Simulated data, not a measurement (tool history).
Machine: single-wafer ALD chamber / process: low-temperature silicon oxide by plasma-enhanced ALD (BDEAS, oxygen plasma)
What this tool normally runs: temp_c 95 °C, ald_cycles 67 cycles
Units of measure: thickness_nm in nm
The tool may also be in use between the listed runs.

| run | hour | temp_c | ald_cycles | wafers since the last listed run | hours since the last thermocouple change | hours since the gauge calibration | read-back reference wafer on the same gauge, thickness_nm | thickness_nm |
|---|---|---|---|---|---|---|---|---|
| 1 | 0 | 105 | 67 | 0 | 2274.4 | 15.8 | 8.481 | 9.344 |
| 2 | 13.2 | 105 | 67 | 76 | 2287.6 | 29 | 8.48 | 9.244 |
| 3 | 19.2 | 95 | 67 | 34 | 2293.6 | 35 | 8.481 | 9.565 |
| 4 | 29.9 | 95 | 67 | 62 | 2304.3 | 45.7 | 8.487 | 9.549 |
| 5 | 41.2 | 95 | 67 | 65 | 2315.6 | 57 | 8.503 | 9.57 |
| 6 | 66.6 | 95 | 67 | 147 | 2341 | 82.4 | 8.493 | 9.533 |
| 7 | 82.4 | 95 | 67 | 91 | 2356.8 | 98.2 | 8.5 | 9.541 |
| 8 | 93.7 | 95 | 67 | 65 | 2368.1 | 109.5 | 8.501 | 9.586 |
| 9 | 100.3 | 95 | 67 | 38 | 2374.7 | 116.1 | 8.479 | 9.553 |
| 10 | 113.2 | 95 | 67 | 74 | 2387.6 | 129 | 8.488 | 9.507 |
| 11 | 122.5 | 95 | 67 | 54 | 2396.9 | 138.3 | 8.498 | 9.6 |
| 12 | 136.2 | 95 | 67 | 79 | 2410.6 | 152 | 8.486 | 9.493 |
| 13 | 148.2 | 95 | 67 | 69 | 2422.6 | 164 | 8.501 | 9.618 |
| 14 | 158 | 95 | 67 | 56 | 2432.4 | 173.8 | 8.482 | 9.51 |
| 15 | 171.6 | 95 | 67 | 79 | 2446 | 187.4 | 8.475 | 9.659 |
| 16 | 188.5 | 95 | 67 | 98 | 2462.9 | 204.3 | 8.498 | 9.655 |
| 17 | 196.3 | 85 | 79 | 45 | 2470.7 | 212.1 | 8.487 | 11.648 |
| 18 | 205.4 | 87 | 72 | 52 | 2479.8 | 221.2 | 8.487 | 10.622 |
| 19 | 212.2 | 95 | 59 | 39 | 2486.6 | 228 | 8.494 | 8.354 |
| 20 | 228.6 | 95 | 67 | 95 | 2503 | 244.4 | 8.489 | 9.538 |
|  | 259 | gauge calibrated |
|  | 278.3 | thermocouple changed; heater temperature recalibrated |
| 21 | 278.8 | 85 | 80 | 245 | 0.5 | 19.8 | 8.492 | 11.881 |
| 22 | 303.9 | 85 | 67 | 145 | 25.6 | 44.9 | 8.491 | 9.92 |
| 23 | 315 | 95 | 55 | 64 | 36.7 | 56 | 8.476 | 7.909 |
| 24 | 321.6 | 90 | 62 | 38 | 43.3 | 62.6 | 8.473 | 9.068 |
| 25 | 337.7 | 87 | 67 | 93 | 59.4 | 78.7 | 8.481 | 9.866 |
| 26 | 346.7 | 87 | 77 | 52 | 68.4 | 87.7 | 8.489 | 11.337 |
| 27 | 361.5 | 99 | 67 | 85 | 83.2 | 102.5 | 8.49 | 9.506 |
| 28 | 375.9 | 102 | 54 | 83 | 97.6 | 116.9 | 8.486 | 7.524 |
| 29 | 385.1 | 91 | 79 | 53 | 106.8 | 126.1 | 8.491 | 11.461 |

The tool's hidden state at each run:
wafer temperature above the value expected at the setpoint (K): 0 in every run
gauge reads high (%): 0 in every run
